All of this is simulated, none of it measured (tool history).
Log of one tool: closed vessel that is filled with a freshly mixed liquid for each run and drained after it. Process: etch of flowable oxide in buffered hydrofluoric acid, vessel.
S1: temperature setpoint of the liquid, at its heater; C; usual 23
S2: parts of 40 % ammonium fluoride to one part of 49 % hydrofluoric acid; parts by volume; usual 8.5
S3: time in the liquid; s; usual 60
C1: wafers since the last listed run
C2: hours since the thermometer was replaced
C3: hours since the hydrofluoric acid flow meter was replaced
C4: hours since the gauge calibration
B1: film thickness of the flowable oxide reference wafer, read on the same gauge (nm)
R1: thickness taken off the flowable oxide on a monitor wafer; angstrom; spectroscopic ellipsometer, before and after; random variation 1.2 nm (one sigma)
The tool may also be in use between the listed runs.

{"run": 1, "hour": 0.0, "S1": 23, "S2": 7.5, "S3": 60, "C1": 0, "C2": 1259.5, "C3": 1130.5, "C4": 2050.2, "B1": 130.03, "R1": 2186.7}
{"hour": 5.2, "done": "gauge calibrated"}
{"hour": 14.5, "done": "hydrofluoric acid flow meter replaced"}
{"run": 2, "hour": 57.4, "S1": 22, "S2": 8.5, "S3": 60, "C1": 7986, "C2": 1316.9, "C3": 42.9, "C4": 52.2, "B1": 130.03, "R1": 1796.6}
{"run": 3, "hour": 344.2, "S1": 23, "S2": 8.5, "S3": 60, "C1": 40611, "C2": 1603.7, "C3": 329.7, "C4": 339, "B1": 130.02, "R1": 1938.1}
{"run": 4, "hour": 420.8, "S1": 23, "S2": 8.5, "S3": 60, "C1": 10846, "C2": 1680.3, "C3": 406.3, "C4": 415.6, "B1": 130.03, "R1": 1916}
{"run": 5, "hour": 461.3, "S1": 23, "S2": 8.5, "S3": 60, "C1": 5734, "C2": 1720.8, "C3": 446.8, "C4": 456.1, "B1": 130, "R1": 1935.7}
{"run": 6, "hour": 733.2, "S1": 23, "S2": 8.5, "S3": 85, "C1": 38501, "C2": 1992.7, "C3": 718.7, "C4": 728, "B1": 130, "R1": 2766.4}
{"run": 7, "hour": 792.8, "S1": 23, "S2": 8.5, "S3": 85, "C1": 8439, "C2": 2052.3, "C3": 778.3, "C4": 787.6, "B1": 130.01, "R1": 2784.8}
{"run": 8, "hour": 880.5, "S1": 23, "S2": 8.5, "S3": 50, "C1": 12418, "C2": 2140, "C3": 866, "C4": 875.3, "B1": 129.97, "R1": 1627.5}
{"hour": 903.9, "done": "thermometer replaced"}
{"run": 9, "hour": 1125.9, "S1": 20.5, "S2": 8.5, "S3": 60, "C1": 34607, "C2": 222, "C3": 1111.4, "C4": 1120.7, "B1": 130.02, "R1": 1587.6}
{"hour": 1388.0, "done": "hydrofluoric acid flow meter replaced"}
{"run": 10, "hour": 1399.1, "S1": 20.5, "S2": 8.5, "S3": 60, "C1": 38544, "C2": 495.2, "C3": 11.1, "C4": 1393.9, "B1": 130.01, "R1": 1618.2}
{"run": 11, "hour": 1504.5, "S1": 23, "S2": 8.5, "S3": 60, "C1": 14924, "C2": 600.6, "C3": 116.5, "C4": 1499.3, "B1": 130.04, "R1": 1851}
{"run": 12, "hour": 1596.7, "S1": 23, "S2": 8.5, "S3": 60, "C1": 13055, "C2": 692.8, "C3": 208.7, "C4": 1591.5, "B1": 130.05, "R1": 1853.3}
{"hour": 1628.9, "done": "gauge calibrated"}
{"run": 13, "hour": 1701.3, "S1": 23, "S2": 8.5, "S3": 40, "C1": 14811, "C2": 797.4, "C3": 313.3, "C4": 72.4, "B1": 130.04, "R1": 1234.7}
{"run": 14, "hour": 1792.0, "S1": 23, "S2": 5, "S3": 60, "C1": 12843, "C2": 888.1, "C3": 404, "C4": 163.1, "B1": 130.01, "R1": 3086.5}
{"run": 15, "hour": 1844.7, "S1": 28, "S2": 7, "S3": 60, "C1": 7462, "C2": 940.8, "C3": 456.7, "C4": 215.8, "B1": 129.99, "R1": 3041.3}
{"run": 16, "hour": 1905.1, "S1": 23, "S2": 11, "S3": 70, "C1": 8552, "C2": 1001.2, "C3": 517.1, "C4": 276.2, "B1": 130, "R1": 1781}
{"run": 17, "hour": 2010.4, "S1": 23, "S2": 8.5, "S3": 60, "C1": 14910, "C2": 1106.5, "C3": 622.4, "C4": 381.5, "B1": 130, "R1": 1878.1}
{"run": 18, "hour": 2076.4, "S1": 23, "S2": 11, "S3": 35, "C1": 9345, "C2": 1172.5, "C3": 688.4, "C4": 447.5, "B1": 130.06, "R1": 896.4}
{"run": 19, "hour": 2320.2, "S1": 28, "S2": 11, "S3": 90, "C1": 34522, "C2": 1416.3, "C3": 932.2, "C4": 691.3, "B1": 130.01, "R1": 3010.4}
{"run": 20, "hour": 2567.8, "S1": 19, "S2": 8.5, "S3": 90, "C1": 35060, "C2": 1663.9, "C3": 1179.8, "C4": 938.9, "B1": 130, "R1": 2326.1}
{"hour": 2620.0, "done": "hydrofluoric acid flow meter replaced"}
{"run": 21, "hour": 2673.0, "S1": 23, "S2": 8.5, "S3": 60, "C1": 14754, "C2": 1769.1, "C3": 53, "C4": 1044.1, "B1": 129.98, "R1": 1964.6}
{"run": 22, "hour": 2779.9, "S1": 24.5, "S2": 8.5, "S3": 60, "C1": 15137, "C2": 1876, "C3": 159.9, "C4": 1151, "B1": 129.98, "R1": 2092.6}
{"run": 23, "hour": 2875.1, "S1": 23, "S2": 8.5, "S3": 60, "C1": 13480, "C2": 1971.2, "C3": 255.1, "C4": 1246.2, "B1": 130.01, "R1": 1951.9}
{"run": 24, "hour": 2922.1, "S1": 19.5, "S2": 8.5, "S3": 45, "C1": 6655, "C2": 2018.2, "C3": 302.1, "C4": 1293.2, "B1": 129.97, "R1": 1224.8}
{"run": 25, "hour": 2958.5, "S1": 19, "S2": 8.5, "S3": 35, "C1": 5154, "C2": 2054.6, "C3": 338.5, "C4": 1329.6, "B1": 130.03, "R1": 924.5}
{"run": 26, "hour": 3003.9, "S1": 23, "S2": 8.5, "S3": 60, "C1": 6428, "C2": 2100, "C3": 383.9, "C4": 1375, "B1": 130.03, "R1": 1965.6}

5 ways to go on from here, each from the tool as it stands after run 26. What would each give?
{"run": "A", "hour": 3004.6, "S1": 23, "S2": 8.5, "S3": 60, "C1": 99, "C2": 2100.7, "C3": 384.6, "C4": 1375.7, "B1": "?", "R1": "?"}
{"run": "B", "hour": 3004.6, "S1": 23, "S2": 9.5, "S3": 60, "C1": 99, "C2": 2100.7, "C3": 384.6, "C4": 1375.7, "B1": "?", "R1": "?"}
{"run": "C", "hour": 3004.6, "S1": 25, "S2": 8.5, "S3": 80, "C1": 99, "C2": 2100.7, "C3": 384.6, "C4": 1375.7, "B1": "?", "R1": "?"}
{"run": "D", "hour": 3004.6, "S1": 18, "S2": 11, "S3": 40, "C1": 99, "C2": 2100.7, "C3": 384.6, "C4": 1375.7, "B1": "?", "R1": "?"}
{"run": "E", "hour": 3004.6, "S1": 18, "S2": 11.5, "S3": 45, "C1": 99, "C2": 2100.7, "C3": 384.6, "C4": 1375.7, "B1": "?", "R1": "?"}

run=A B1=130.05 R1=1945.1
run=B B1=130.05 R1=1767
run=C B1=130.05 R1=2888.7
run=D B1=130.05 R1=788.7
run=E B1=130.05 R1=849.6
Without the tool's hidden state the same runs would have given:
run=A R1=1781.5
run=B R1=1618.4
run=C R1=2648.8
run=D R1=720.2
run=E R1=775.8

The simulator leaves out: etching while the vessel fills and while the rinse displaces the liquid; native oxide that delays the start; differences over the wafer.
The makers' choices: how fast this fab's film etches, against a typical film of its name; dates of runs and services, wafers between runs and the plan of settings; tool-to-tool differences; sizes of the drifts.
